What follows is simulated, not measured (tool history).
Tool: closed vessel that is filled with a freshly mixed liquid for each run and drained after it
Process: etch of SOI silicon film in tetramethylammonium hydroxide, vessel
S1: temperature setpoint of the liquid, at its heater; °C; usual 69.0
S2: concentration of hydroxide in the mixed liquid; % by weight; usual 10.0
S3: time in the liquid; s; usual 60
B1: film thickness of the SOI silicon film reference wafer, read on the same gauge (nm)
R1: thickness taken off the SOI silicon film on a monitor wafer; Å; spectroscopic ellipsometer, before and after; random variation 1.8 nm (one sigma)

Run 1, day 0.000: usual settings; B1 49.99. Result: R1 3995.7 Å.
Run 2, day 0.625: usual settings; B1 50.02. Result: R1 4001.0 Å.
Run 3, day 1.317: usual settings; B1 49.96. Result: R1 3961.5 Å.
Run 4, day 1.783: usual settings; B1 50.00. Result: R1 3985.1 Å.
Run 5, day 2.129: usual settings; B1 50.01. Result: R1 3955.5 Å.
Run 6, day 2.825: usual settings; B1 49.98. Result: R1 3931.8 Å.
Run 7, day 3.117: usual settings; B1 50.02. Result: R1 3914.5 Å.
Run 8, day 3.512: usual settings; B1 50.02. Result: R1 3958.0 Å.
Run 9, day 3.775: usual settings; B1 50.01. Result: R1 3962.4 Å.
Run 10, day 4.158: usual settings but S2 8.5 % by weight, S3 40 s; B1 50.02. Result: R1 2814.8 Å.
At day 4.212: thermometer replaced.
At day 4.267: gauge calibrated.
Run 11, day 4.617: usual settings but S2 8.5 % by weight, S3 40 s; B1 50.00. Result: R1 2773.6 Å.
Run 12, day 6.042: usual settings; B1 50.03. Result: R1 3930.2 Å.
Run 13, day 6.500: usual settings; B1 50.01. Result: R1 3918.9 Å.
Run 14, day 6.888: usual settings but S1 66.0 °C, S2 9.0 % by weight, S3 50 s; B1 50.00. Result: R1 2821.7 Å.
At day 6.946: hydroxide flow meter replaced.
Run 15, day 7.388: usual settings but S2 8.5 % by weight; B1 50.04. Result: R1 4317.0 Å.
Run 16, day 7.996: usual settings; B1 49.99. Result: R1 4067.8 Å.
Run 17, day 8.458: usual settings; B1 49.98. Result: R1 4075.0 Å.
Run 18, day 8.788: usual settings; B1 49.98. Result: R1 4053.5 Å.
Run 19, day 9.125: usual settings but S3 40 s; B1 50.01. Result: R1 2692.4 Å.
Run 20, day 9.588: usual settings but S2 7.0 % by weight; B1 50.01. Result: R1 4587.1 Å.
Run 21, day 10.046: usual settings but S2 8.0 % by weight; B1 50.00. Result: R1 4364.0 Å.
Run 22, day 10.588: usual settings; B1 50.00. Result: R1 4062.1 Å.
Run 23, day 10.892: usual settings but S1 74.5 °C, S2 9.0 % by weight, S3 80 s; B1 50.01. Result: R1 7700.0 Å.
Run 24, day 11.567: usual settings but S1 66.0 °C, S2 12.0 % by weight, S3 80 s; B1 50.04. Result: R1 4203.2 Å.
Run 25, day 12.000: usual settings but S1 77.0 °C, S3 75 s; B1 50.01. Result: R1 8009.6 Å.
Run 26, day 12.733: usual settings; B1 50.02. Result: R1 4001.6 Å.

5 ways to go on from here, each from the tool as it stands after run 26. What would each give?
Run A, day 12.762: usual settings; B1 ?. Result: R1 ?.
Run B, day 12.762: usual settings but S1 72.5 °C, S3 35 s; B1 ?. Result: R1 ?.
Run C, day 12.762: usual settings but S1 64.0 °C, S3 40 s; B1 ?. Result: R1 ?.
Run D, day 12.762: usual settings but S1 64.5 °C; B1 ?. Result: R1 ?.
Run E, day 12.762: usual settings but S2 8.5 % by weight, S3 70 s; B1 ?. Result: R1 ?.

run     B1      R1
  A  49.95  4001.6
  B  49.95  2864.1
  C  49.95  1977.0
  D  49.95  3057.0
  E  49.95  4958.4
Without the tool's hidden state the same runs would have given:
run      R1
  A  4068.5
  B  2912.0
  C  2010.1
  D  3108.1
  E  5046.6
